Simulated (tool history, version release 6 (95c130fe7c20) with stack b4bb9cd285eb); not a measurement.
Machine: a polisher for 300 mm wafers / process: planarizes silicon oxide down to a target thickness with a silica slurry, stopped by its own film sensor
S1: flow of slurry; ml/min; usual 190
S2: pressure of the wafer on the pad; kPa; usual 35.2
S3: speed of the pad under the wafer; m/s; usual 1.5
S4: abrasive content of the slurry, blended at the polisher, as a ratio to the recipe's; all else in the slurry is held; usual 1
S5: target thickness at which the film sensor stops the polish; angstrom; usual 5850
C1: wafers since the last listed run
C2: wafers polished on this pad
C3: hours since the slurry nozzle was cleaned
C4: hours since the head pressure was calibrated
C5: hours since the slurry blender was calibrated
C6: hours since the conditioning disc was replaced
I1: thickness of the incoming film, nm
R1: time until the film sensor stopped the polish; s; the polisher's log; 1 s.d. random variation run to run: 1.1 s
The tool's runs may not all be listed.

run   hour   S1    S2    S3    S4    S5   C1    C2     C3     C4     C5     C6     I1     R1
  1      0  190  35.2   1.5     1  5850    0   869  385.3  683.5  211.7  526.8  909.5   93.3
  2   16.3  190  35.2   1.5     1  5850  109   978  401.6  699.8    228  543.1  915.7   97.3
  3   31.5  190  35.2   1.5     1  5850  101  1079  416.8    715  243.2  558.3  906.4   96.7
  4   38.5  190  35.2   1.5     1  5850   46  1126  423.8    722  250.2  565.3  904.3   93.3
      45.5  -- conditioning disc replaced and pad reconditioned
  5   47.7  190  35.2   1.5     1  5850   48  1174    433  731.2  259.4    2.2  913.1   71.5
        52  -- worn pad replaced by a new one
      63.3  -- slurry nozzle cleaned
  6   76.8  190  35.2   1.5     1  5850  161   159   13.5  760.3  288.5   31.3  907.6   74.4
  7   93.7  190  35.2   1.5     1  5850  113   272   30.4  777.2  305.4   48.2  912.5   76.7
  8  107.5  190  35.2   1.5     1  5850   92   364   44.2    791  319.2     62  894.2   73.6
  9  119.9  150  38.6   1.5   1.2  5850   82   447   56.6  803.4  331.6   74.4  914.1   69.2
 10  129.8  190  35.2   1.5     1  5850   66   514   66.5  813.3  341.5   84.3  896.4   79.2
     133.5  -- slurry blender recalibrated
 11  142.4  190  35.2   1.5     1  5850   70   585   79.1  825.9    8.9   96.9  925.6   83.9
 12  150.2  190  35.2  1.94     1  5850   52   637   86.9  833.7   16.7  104.7  918.6   70.8
 13  158.7  250  35.2   1.5     1  5420   56   694   95.4  842.2   25.2  113.2  909.3   91.7
 14  173.4  190  35.2   1.5   0.9  6730   98   792  110.1  856.9   39.9  127.9  898.4   61.6
 15  181.1  190  35.2   1.5     1  5850   51   844  117.8  864.6   47.6  135.6  911.2   85.3
     188.1  -- head pressure recalibrated
 16  188.6  190  26.9  1.92     1  5850   36   880  125.3    0.5   55.1  143.1  915.8   88.3
 17  202.6  190  24.8   1.5     1  5850   93   974  139.3   14.5   69.1  157.1  891.1    100
     213.2  -- worn pad replaced by a new one
 18  241.7  235  35.2   1.5     1  5850  234   190  178.4   53.6  108.2  196.2  908.2   83.4
 19    251  190  35.2   1.9  0.85  5850   62   253  187.7   62.9  117.5  205.5    922   88.2
 20  257.8  210  22.8  1.94   1.2  5850   45   298  194.5   69.7  124.3  212.3  905.9   87.6
 21  267.5  190  38.6  1.22     1  5850   64   363  204.2   79.4    134    222  918.7   95.1
 22  278.8  190  35.2   1.5  0.85  5850   75   439  215.5   90.7  145.3  233.3  910.6   98.7
 23    285  145  35.2   1.5     1  5450   41   480  221.7   96.9  151.5  239.5  914.5  100.2
 24  297.9  250  35.2  1.34   1.2  6970   86   567  234.6  109.8  164.4  252.4    919   56.8
 25  306.7  190  35.2  1.24     1  5850   58   625  243.4  118.6  173.2  261.2  905.8  101.1

Alternative continuations, all from the tool just after run 25; predict every row:
  A  307.2  190  23.4   1.5     1  5850   3  629  243.9  119.1  173.7  261.7  910.4   ?
  B  307.2  190  35.2  1.72  1.15  6620   3  629  243.9  119.1  173.7  261.7  910.4   ?
  C  307.2  190  35.2   1.5   1.2  5850   3  629  243.9  119.1  173.7  261.7  910.4   ?
  D  307.2  245  35.2  1.68   1.1  5850   3  629  243.9  119.1  173.7  261.7  910.4   ?
  E  307.2  190  35.2   1.9     1  5850   3  629  243.9  119.1  173.7  261.7  910.4   ?

run    R1
  A   116
  B  57.7
  C  80.4
  D  76.3
  E  76.9
Take away the tool's hidden state, keep each run's random variation, and the runs would have read:
run    R1
  A  94.9
  B  43.6
  C  62.4
  D    58
  E    57
